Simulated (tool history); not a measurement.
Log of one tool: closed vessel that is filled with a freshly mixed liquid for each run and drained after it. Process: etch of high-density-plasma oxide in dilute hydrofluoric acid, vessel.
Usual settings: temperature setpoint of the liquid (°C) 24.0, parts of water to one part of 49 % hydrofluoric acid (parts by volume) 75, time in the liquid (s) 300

| run | hour | temperature setpoint of the liquid (°C) | parts of water to one part of 49 % hydrofluoric acid (parts by volume) | time in the liquid (s) | read-back film thickness of the high-density-plasma oxide reference wafer, read on the same gauge (nm) | thickness taken off the high-density-plasma oxide on a monitor wafer (Å) |
|---|---|---|---|---|---|---|
| 1 | 0.0 | 22.5 | 75 | 300 | 50.00 | 373.7 |
| 2 | 25.6 | 22.5 | 75 | 300 | 50.00 | 374.9 |
| 3 | 52.1 | 26.0 | 50 | 300 | 50.00 | 668.1 |
| 4 | 93.5 | 24.0 | 75 | 300 | 50.01 | 394.9 |
| 5 | 134.9 | 24.0 | 75 | 300 | 50.02 | 399.5 |
|  | 148.9 | hydrofluoric acid flow meter replaced |
| 6 | 185.9 | 27.0 | 75 | 300 | 50.00 | 447.5 |
| 7 | 235.7 | 27.0 | 75 | 300 | 50.02 | 451.4 |
| 8 | 262.1 | 27.0 | 75 | 300 | 50.00 | 448.5 |
| 9 | 327.7 | 24.0 | 75 | 300 | 50.01 | 403.7 |
| 10 | 354.7 | 24.0 | 75 | 300 | 49.99 | 401.5 |
| 11 | 402.5 | 19.5 | 60 | 300 | 50.01 | 428.9 |
| 12 | 434.1 | 24.0 | 105 | 300 | 50.01 | 275.3 |
| 13 | 488.3 | 20.0 | 90 | 300 | 49.99 | 283.1 |
| 14 | 535.3 | 28.0 | 55 | 345 | 49.98 | 764.2 |
| 15 | 593.6 | 24.0 | 75 | 300 | 50.01 | 406.7 |
|  | 601.8 | thermometer replaced |
|  | 660.5 | hydrofluoric acid flow meter replaced |
|  | 676.3 | gauge calibrated |
| 16 | 792.6 | 24.0 | 45 | 220 | 49.98 | 483.4 |

The next listed run, before its measurement:
| 17 | 981.5 | 24.0 | 75 | 300 | ? | ? |

Run 17 gave read-back film thickness of the high-density-plasma oxide reference wafer, read on the same gauge (nm) 49.98, thickness taken off the high-density-plasma oxide on a monitor wafer (Å) 381.9.
Without the tool's hidden state the same run would have given thickness taken off the high-density-plasma oxide on a monitor wafer (Å) 375.3.
